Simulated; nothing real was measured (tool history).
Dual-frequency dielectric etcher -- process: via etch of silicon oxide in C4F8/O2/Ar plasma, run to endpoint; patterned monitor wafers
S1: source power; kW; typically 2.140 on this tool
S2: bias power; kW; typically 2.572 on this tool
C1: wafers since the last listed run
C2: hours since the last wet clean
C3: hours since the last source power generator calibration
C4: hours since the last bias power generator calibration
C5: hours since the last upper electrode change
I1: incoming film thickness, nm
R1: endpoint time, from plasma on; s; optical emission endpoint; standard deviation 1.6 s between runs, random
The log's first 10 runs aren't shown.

| run | hour | S1 | S2 | C1 | C2 | C3 | C4 | C5 | I1 | R1 |
|---|---|---|---|---|---|---|---|---|---|---|
| 11 | 222.3 | 2.140 | 2.572 | 106 | 332.7 | 1692.6 | 1607.3 | 114.2 | 1497.1 | 285.7 |
| 12 | 248.1 | 2.140 | 2.572 | 92 | 358.5 | 1718.4 | 1633.1 | 140.0 | 1473.9 | 281.8 |
| 13 | 277.4 | 2.140 | 2.572 | 105 | 387.8 | 1747.7 | 1662.4 | 169.3 | 1492.5 | 282.1 |
| 14 | 298.1 | 1.790 | 2.993 | 74 | 408.5 | 1768.4 | 1683.1 | 190.0 | 1490.6 | 277.6 |
| 15 | 378.9 | 2.650 | 2.041 | 290 | 489.3 | 1849.2 | 1763.9 | 270.8 | 1498.8 | 310.4 |
| 16 | 401.0 | 1.690 | 2.572 | 79 | 511.4 | 1871.3 | 1786.0 | 292.9 | 1500.9 | 301.0 |
| 17 | 413.7 | 2.380 | 2.234 | 45 | 524.1 | 1884.0 | 1798.7 | 305.6 | 1508.0 | 309.7 |
|  | 459.1 | wet clean of the chamber |
| 18 | 459.6 | 2.140 | 2.572 | 78 | 0.5 | 1929.9 | 1844.6 | 351.5 | 1485.6 | 274.2 |
| 19 | 464.2 | 1.990 | 2.924 | 16 | 5.1 | 1934.5 | 1849.2 | 356.1 | 1488.7 | 263.2 |
| 20 | 496.3 | 2.140 | 2.572 | 115 | 37.2 | 1966.6 | 1881.3 | 388.2 | 1506.9 | 278.4 |
| 21 | 531.1 | 2.140 | 2.572 | 124 | 72.0 | 2001.4 | 1916.1 | 423.0 | 1507.1 | 277.4 |
| 22 | 550.2 | 2.140 | 2.572 | 68 | 91.1 | 2020.5 | 1935.2 | 442.1 | 1504.6 | 282.5 |
|  | 601.6 | source power generator calibrated |
| 23 | 602.5 | 1.890 | 2.090 | 173 | 143.4 | 0.9 | 1987.5 | 494.4 | 1504.1 | 316.9 |
| 24 | 636.0 | 2.340 | 2.572 | 120 | 176.9 | 34.4 | 2021.0 | 527.9 | 1491.0 | 275.8 |
| 25 | 671.9 | 2.680 | 2.165 | 128 | 212.8 | 70.3 | 2056.9 | 563.8 | 1481.2 | 294.5 |
|  | 676.7 | bias power generator calibrated |
| 26 | 698.8 | 2.140 | 2.572 | 82 | 239.7 | 97.2 | 22.1 | 590.7 | 1494.7 | 283.6 |
| 27 | 722.1 | 2.140 | 2.572 | 83 | 263.0 | 120.5 | 45.4 | 614.0 | 1500.6 | 282.3 |
| 28 | 736.2 | 2.470 | 2.941 | 50 | 277.1 | 134.6 | 59.5 | 628.1 | 1477.0 | 256.2 |
| 29 | 754.5 | 2.140 | 2.352 | 65 | 295.4 | 152.9 | 77.8 | 646.4 | 1478.9 | 290.6 |
| 30 | 784.0 | 2.370 | 3.121 | 105 | 324.9 | 182.4 | 107.3 | 675.9 | 1505.1 | 257.6 |
| 31 | 819.1 | 2.430 | 2.754 | 126 | 360.0 | 217.5 | 142.4 | 711.0 | 1490.9 | 270.2 |
| 32 | 850.2 | 2.140 | 2.572 | 111 | 391.1 | 248.6 | 173.5 | 742.1 | 1497.4 | 288.8 |
| 33 | 882.1 | 2.400 | 2.954 | 114 | 423.0 | 280.5 | 205.4 | 774.0 | 1503.5 | 267.2 |
| 34 | 926.2 | 2.140 | 2.902 | 158 | 467.1 | 324.6 | 249.5 | 818.1 | 1500.1 | 273.3 |
| 35 | 964.6 | 2.630 | 2.572 | 137 | 505.5 | 363.0 | 287.9 | 856.5 | 1492.7 | 278.2 |

Predict each of these 4 candidate next runs independently; none follows another, all start after run 35:
| A | 965.1 | 2.140 | 2.572 | 1 | 506.0 | 363.5 | 288.4 | 857.0 | 1501.0 | ? |
| B | 965.1 | 2.340 | 2.024 | 1 | 506.0 | 363.5 | 288.4 | 857.0 | 1501.0 | ? |
| C | 965.1 | 1.800 | 2.572 | 1 | 506.0 | 363.5 | 288.4 | 857.0 | 1501.0 | ? |
| D | 965.1 | 1.990 | 2.160 | 1 | 506.0 | 363.5 | 288.4 | 857.0 | 1501.0 | ? |

| run | R1 |
|---|---|
| A | 290.5 |
| B | 321.1 |
| C | 297.5 |
| D | 318.8 |
Without the tool's hidden state the same runs would have given:
| run | R1 |
|---|---|
| A | 278.9 |
| B | 308.3 |
| C | 285.7 |
| D | 306.0 |

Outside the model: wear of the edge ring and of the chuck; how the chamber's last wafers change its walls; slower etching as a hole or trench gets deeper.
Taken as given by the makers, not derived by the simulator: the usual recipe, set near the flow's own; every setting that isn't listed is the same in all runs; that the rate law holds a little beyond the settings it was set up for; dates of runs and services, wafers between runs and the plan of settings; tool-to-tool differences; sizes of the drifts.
